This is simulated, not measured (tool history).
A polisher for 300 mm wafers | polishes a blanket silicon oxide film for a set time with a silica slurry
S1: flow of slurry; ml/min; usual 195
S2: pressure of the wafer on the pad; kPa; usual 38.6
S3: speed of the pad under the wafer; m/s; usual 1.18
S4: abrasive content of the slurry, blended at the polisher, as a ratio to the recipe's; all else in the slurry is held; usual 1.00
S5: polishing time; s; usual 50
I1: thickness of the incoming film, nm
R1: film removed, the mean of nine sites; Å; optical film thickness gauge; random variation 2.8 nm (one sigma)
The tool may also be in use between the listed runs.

run	hour	S1	S2	S3	S4	S5	I1	R1
1	0.0	195	38.6	1.18	1.00	36	1863.6	1150
# hour 28.8: conditioning disc replaced and pad reconditioned
2	36.2	195	38.6	1.18	1.00	36	1855.5	1228
# hour 57.5: slurry blender recalibrated
3	59.0	195	38.6	1.18	1.00	36	1852.1	1372
# hour 76.4: worn pad replaced by a new one
4	87.8	195	38.6	1.18	1.00	50	1859.3	1820
5	106.3	195	38.6	1.18	1.00	50	1842.8	1731
# hour 136.6: conditioning disc replaced and pad reconditioned
# hour 183.1: slurry nozzle cleaned
# hour 186.8: worn pad replaced by a new one
6	195.9	195	38.6	1.18	1.00	50	1874.1	1657
7	213.3	195	43.4	1.18	1.00	50	1858.9	1794
8	226.9	195	43.4	1.18	1.00	50	1843.2	1693
# hour 244.9: slurry blender recalibrated
# hour 247.0: conditioning disc replaced and pad reconditioned
9	253.5	195	43.4	1.18	1.00	50	1859.8	2087
# hour 264.6: head pressure recalibrated
10	272.2	175	38.6	1.18	0.85	50	1850.6	1649
# hour 303.1: worn pad replaced by a new one
11	304.9	195	38.6	1.18	1.00	50	1844.6	1765
12	330.9	230	38.6	0.84	1.00	39	1849.3	1027
13	356.1	195	49.0	1.46	0.90	50	1874.7	2020
# hour 365.4: conditioning disc replaced and pad reconditioned
14	380.8	250	38.6	0.84	1.00	63	1891.0	1713
15	416.6	195	38.6	1.04	1.00	66	1850.9	1940
# hour 434.0: worn pad replaced by a new one
# hour 447.6: slurry blender recalibrated
16	451.4	195	38.6	1.18	1.00	50	1858.0	1734
17	474.1	195	26.9	1.18	1.20	57	1864.0	1461
# hour 499.7: conditioning disc replaced and pad reconditioned
18	505.2	195	38.6	1.18	1.10	50	1852.8	1951
# hour 543.1: worn pad replaced by a new one
# hour 550.4: slurry nozzle cleaned
19	595.4	195	38.6	1.18	1.25	60	1853.1	2050

3 ways to go on from here, each from the tool as it stands after run 19. What would each give?
A	595.8	195	38.6	0.78	1.00	50	1837.2	?
B	595.8	195	38.6	1.18	0.90	50	1837.2	?
C	595.8	220	38.6	1.18	0.75	50	1837.2	?

run	R1
A	1137
B	1434
C	1298
Without the tool's hidden state the same runs would have given:
run	R1
A	1408
B	1858
C	1703

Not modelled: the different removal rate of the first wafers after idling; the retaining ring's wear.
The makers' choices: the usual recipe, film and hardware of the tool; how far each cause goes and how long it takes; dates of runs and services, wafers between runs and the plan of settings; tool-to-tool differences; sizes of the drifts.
